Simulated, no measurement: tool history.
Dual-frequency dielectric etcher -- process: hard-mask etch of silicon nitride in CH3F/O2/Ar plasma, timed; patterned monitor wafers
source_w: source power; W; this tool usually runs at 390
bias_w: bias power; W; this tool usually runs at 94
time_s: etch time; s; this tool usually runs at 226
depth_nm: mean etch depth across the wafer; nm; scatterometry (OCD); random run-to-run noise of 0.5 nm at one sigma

| run | day | source_w | bias_w | time_s | read-back reference wafer on the same gauge, depth_nm | depth_nm |
|---|---|---|---|---|---|---|
| 1 | 0 | 340 | 100 | 226 | 184 | 151.6 |
| 2 | 2.146 | 340 | 94 | 226 | 183.9 | 147.5 |
| 3 | 4.738 | 340 | 94 | 226 | 184 | 148 |
| 4 | 7.208 | 390 | 94 | 226 | 183.9 | 157.2 |
|  | 13.354 | wet clean of the chamber |
| 5 | 14.383 | 390 | 94 | 197.5 | 183.9 | 136.7 |
| 6 | 16.967 | 390 | 94 | 197.5 | 184.1 | 137.6 |
|  | 19.771 | bias power generator calibrated |
| 7 | 19.792 | 450 | 111 | 226 | 183.9 | 179.5 |
| 8 | 21.512 | 450 | 111 | 226 | 184 | 178.8 |
| 9 | 23.196 | 390 | 71 | 226 | 184.1 | 140.8 |
| 10 | 24.562 | 290 | 113 | 190.5 | 184 | 125.8 |
| 11 | 27.338 | 320 | 94 | 281 | 184.1 | 179.3 |
| 12 | 28.392 | 390 | 94 | 268.5 | 183.9 | 185.6 |
| 13 | 31.033 | 480 | 94 | 292 | 184.1 | 221.6 |
| 14 | 32.258 | 390 | 84 | 226 | 184.1 | 150.1 |
|  | 34.542 | source power generator calibrated |
| 15 | 35.029 | 390 | 94 | 226 | 183.9 | 157.6 |
|  | 35.75 | gauge calibrated |
| 16 | 36.779 | 390 | 94 | 208.5 | 184.1 | 145.5 |
|  | 39.429 | upper electrode replaced |
| 17 | 39.45 | 390 | 94 | 186 | 183.9 | 130.1 |
|  | 41.4 | wet clean of the chamber |
| 18 | 41.421 | 390 | 79 | 278.5 | 183.9 | 180.5 |

Expected results for the next run?
| 19 | 41.758 | 290 | 76 | 196.5 | ? | ? |

Run 19 came out at read-back reference wafer on the same gauge, depth_nm 184, depth_nm 109.4 nm.
Without the tool's hidden state the same run would have given depth_nm 109.4 nm.
